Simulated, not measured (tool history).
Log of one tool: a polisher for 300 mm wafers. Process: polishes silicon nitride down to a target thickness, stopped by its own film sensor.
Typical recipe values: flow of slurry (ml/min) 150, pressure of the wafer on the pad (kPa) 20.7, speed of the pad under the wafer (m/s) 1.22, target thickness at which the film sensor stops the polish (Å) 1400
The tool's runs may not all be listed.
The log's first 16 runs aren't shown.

| run | hour | flow of slurry (ml/min) | pressure of the wafer on the pad (kPa) | speed of the pad under the wafer (m/s) | target thickness at which the film sensor stops the polish (Å) | incoming thickness of the incoming film, nm | time until the film sensor stopped the polish (s) |
|---|---|---|---|---|---|---|---|
| 17 | 855.7 | 115 | 25.5 | 1.22 | 1010 | 271.9 | 80.7 |
| 18 | 910.4 | 115 | 20.7 | 1.10 | 960 | 266.4 | 105.2 |
|  | 943.4 | worn pad replaced by a new one |
|  | 961.0 | slurry nozzle cleaned |
| 19 | 972.2 | 125 | 26.2 | 1.12 | 1030 | 274.1 | 83.8 |
| 20 | 1017.3 | 185 | 26.2 | 0.90 | 1060 | 269.4 | 87.0 |
| 21 | 1063.8 | 150 | 20.7 | 1.22 | 1400 | 272.0 | 68.8 |
| 22 | 1103.2 | 100 | 14.5 | 0.98 | 1850 | 273.0 | 78.0 |
| 23 | 1170.1 | 150 | 25.5 | 1.02 | 1400 | 273.1 | 67.8 |
| 24 | 1236.5 | 150 | 20.7 | 1.00 | 1400 | 270.8 | 79.1 |
| 25 | 1279.2 | 150 | 20.7 | 1.36 | 1400 | 268.4 | 63.2 |
|  | 1310.6 | head pressure recalibrated |
|  | 1349.4 | worn pad replaced by a new one |
| 26 | 1349.9 | 150 | 27.6 | 1.22 | 1400 | 266.0 | 53.4 |
| 27 | 1399.0 | 175 | 24.1 | 1.60 | 1400 | 271.6 | 47.0 |
| 28 | 1439.6 | 150 | 20.7 | 1.22 | 1560 | 267.0 | 58.8 |
| 29 | 1470.4 | 150 | 20.7 | 1.22 | 1400 | 269.2 | 66.0 |
|  | 1476.0 | slurry nozzle cleaned |
| 30 | 1537.6 | 165 | 20.7 | 1.50 | 1740 | 268.6 | 42.0 |
| 31 | 1589.1 | 150 | 17.9 | 0.98 | 1400 | 270.7 | 92.1 |
| 32 | 1614.4 | 150 | 20.7 | 1.22 | 1400 | 271.2 | 71.5 |
| 33 | 1651.8 | 130 | 20.7 | 1.22 | 1400 | 273.7 | 73.1 |
| 34 | 1685.3 | 110 | 20.7 | 1.50 | 1190 | 272.7 | 73.5 |
| 35 | 1713.4 | 150 | 14.5 | 1.50 | 1150 | 268.3 | 90.5 |
|  | 1726.7 | worn pad replaced by a new one |
| 36 | 1774.9 | 150 | 20.7 | 1.34 | 1400 | 268.6 | 62.6 |
| 37 | 1817.7 | 200 | 20.7 | 1.22 | 1400 | 271.7 | 66.0 |

What if the next run were any one of these 4? Each begins from the tool's condition after run 37:
| A | 1818.1 | 150 | 20.7 | 1.22 | 1830 | 271.2 | ? |
| B | 1818.1 | 150 | 20.7 | 1.22 | 1100 | 271.2 | ? |
| C | 1818.1 | 165 | 23.4 | 1.56 | 1050 | 271.2 | ? |
| D | 1818.1 | 180 | 24.1 | 0.88 | 1850 | 271.2 | ? |

| run | time until the film sensor stopped the polish (s) |
|---|---|
| A | 46.9 |
| B | 85.8 |
| C | 65.0 |
| D | 51.4 |
Had the tool no hidden state, the same runs would have come out as:
| run | time until the film sensor stopped the polish (s) |
|---|---|
| A | 46.9 |
| B | 85.8 |
| C | 65.0 |
| D | 51.4 |

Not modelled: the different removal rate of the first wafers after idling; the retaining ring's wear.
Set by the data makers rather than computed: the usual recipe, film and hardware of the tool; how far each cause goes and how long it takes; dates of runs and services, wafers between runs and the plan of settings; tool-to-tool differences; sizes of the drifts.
